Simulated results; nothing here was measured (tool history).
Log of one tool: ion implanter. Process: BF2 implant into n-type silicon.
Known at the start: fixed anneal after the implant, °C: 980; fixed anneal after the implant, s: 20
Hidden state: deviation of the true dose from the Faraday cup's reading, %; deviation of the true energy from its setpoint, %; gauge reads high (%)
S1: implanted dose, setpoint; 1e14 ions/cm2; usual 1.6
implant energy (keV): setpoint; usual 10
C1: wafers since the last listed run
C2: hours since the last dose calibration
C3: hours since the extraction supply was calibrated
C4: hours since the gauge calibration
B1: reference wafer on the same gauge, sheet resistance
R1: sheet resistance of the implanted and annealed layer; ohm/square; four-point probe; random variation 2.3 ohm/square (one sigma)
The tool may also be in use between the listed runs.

Run 1, hour 0: usual settings; C1 0; C2 1028.5; C3 5282.2; C4 361.8; B1 549.28. Result: R1 616.12 ohm/square.
Run 2, hour 13.2: usual settings; C1 267; C2 1041.7; C3 5295.4; C4 375; B1 548.8. Result: R1 612.48 ohm/square.
Run 3, hour 46.8: usual settings; C1 681; C2 1075.3; C3 5329; C4 408.6; B1 549.18. Result: R1 616.64 ohm/square.
Run 4, hour 70.4: usual settings; C1 478; C2 1098.9; C3 5352.6; C4 432.2; B1 548.99. Result: R1 614.7 ohm/square.
Run 5, hour 85: usual settings; C1 296; C2 1113.5; C3 5367.2; C4 446.8; B1 548.69. Result: R1 618.12 ohm/square.
Run 6, hour 114.5: usual settings; C1 598; C2 1143; C3 5396.7; C4 476.3; B1 548.77. Result: R1 618.94 ohm/square.
Run 7, hour 144.4: usual settings; C1 606; C2 1172.9; C3 5426.6; C4 506.2; B1 549.25. Result: R1 616.42 ohm/square.
Run 8, hour 169.3: usual settings but S1 1.48 1e14 ions/cm2; C1 505; C2 1197.8; C3 5451.5; C4 531.1; B1 549.07. Result: R1 656.24 ohm/square.
At hour 182.9: Faraday cup replaced and dose calibrated.
Run 9, hour 225.8: usual settings but S1 1.48 1e14 ions/cm2; C1 984; C2 42.9; C3 5508; C4 587.6; B1 549.24. Result: R1 685.13 ohm/square.
Run 10, hour 246.5: usual settings but S1 1.48 1e14 ions/cm2; C1 420; C2 63.6; C3 5528.7; C4 608.3; B1 549.01. Result: R1 682.27 ohm/square.
Run 11, hour 260.3: usual settings; C1 280; C2 77.4; C3 5542.5; C4 622.1; B1 548.84. Result: R1 641.31 ohm/square.
At hour 273.7: gauge calibrated.
Run 12, hour 282.9: usual settings; C1 458; C2 100; C3 5565.1; C4 9.2; B1 549.07. Result: R1 640.2 ohm/square.
Run 13, hour 295.6: usual settings; C1 257; C2 112.7; C3 5577.8; C4 21.9; B1 548.73. Result: R1 640.4 ohm/square.
Run 14, hour 329.3: usual settings but implant energy (keV) 11; C1 683; C2 146.4; C3 5611.5; C4 55.6; B1 548.69. Result: R1 626.1 ohm/square.
At hour 354.8: extraction supply calibrated.
Run 15, hour 357.6: usual settings but S1 1.94 1e14 ions/cm2, implant energy (keV) 11.5; C1 411; C2 174.7; C3 2.8; C4 83.9; B1 549.08. Result: R1 535.94 ohm/square.
Run 16, hour 373: usual settings but S1 1.8 1e14 ions/cm2, implant energy (keV) 9; C1 312; C2 190.1; C3 18.2; C4 99.3; B1 548.87. Result: R1 591.98 ohm/square.
Run 17, hour 402.1: usual settings but S1 1.8 1e14 ions/cm2, implant energy (keV) 12.5; C1 590; C2 219.2; C3 47.3; C4 128.4; B1 549. Result: R1 555.69 ohm/square.
Run 18, hour 430.4: usual settings but S1 1.12 1e14 ions/cm2, implant energy (keV) 8; C1 574; C2 247.5; C3 75.6; C4 156.7; B1 548.92. Result: R1 864.06 ohm/square.
Run 19, hour 463.9: usual settings but S1 1.74 1e14 ions/cm2, implant energy (keV) 9; C1 679; C2 281; C3 109.1; C4 190.2; B1 549.22. Result: R1 605.14 ohm/square.
Run 20, hour 482.2: usual settings but S1 1.36 1e14 ions/cm2, implant energy (keV) 12; C1 371; C2 299.3; C3 127.4; C4 208.5; B1 549.35. Result: R1 700.85 ohm/square.
Run 21, hour 546.8: usual settings but S1 2.04 1e14 ions/cm2, implant energy (keV) 8; C1 1310; C2 363.9; C3 192; C4 273.1; B1 548.99. Result: R1 555.69 ohm/square.
Run 22, hour 561.8: usual settings but S1 1.73 1e14 ions/cm2, implant energy (keV) 12.5; C1 304; C2 378.9; C3 207; C4 288.1; B1 548.95. Result: R1 568.85 ohm/square.
Run 23, hour 591.4: usual settings but S1 1.84 1e14 ions/cm2, implant energy (keV) 11; C1 600; C2 408.5; C3 236.6; C4 317.7; B1 549.2. Result: R1 552.01 ohm/square.

Hidden state or all else? Some run-to-run changes of R1, split into what the settings, what came in and random variation would give without the hidden state, and what is left for the hidden state (with any gauge scatter that isn't in both results):
Run 8 -> 9: Faraday cup replaced and dose calibrated. R1 +28.89 ohm/square: hidden state +27.59, all else +1.3.
Run 17 -> 18: S1 1.8 -> 1.12, implant energy (keV) 12.5 -> 8. R1 +308.37 ohm/square: hidden state -5.96, all else +314.33.
Run 18 -> 19: S1 1.12 -> 1.74, implant energy (keV) 8 -> 9. R1 -258.92 ohm/square: hidden state +4.36, all else -263.28.
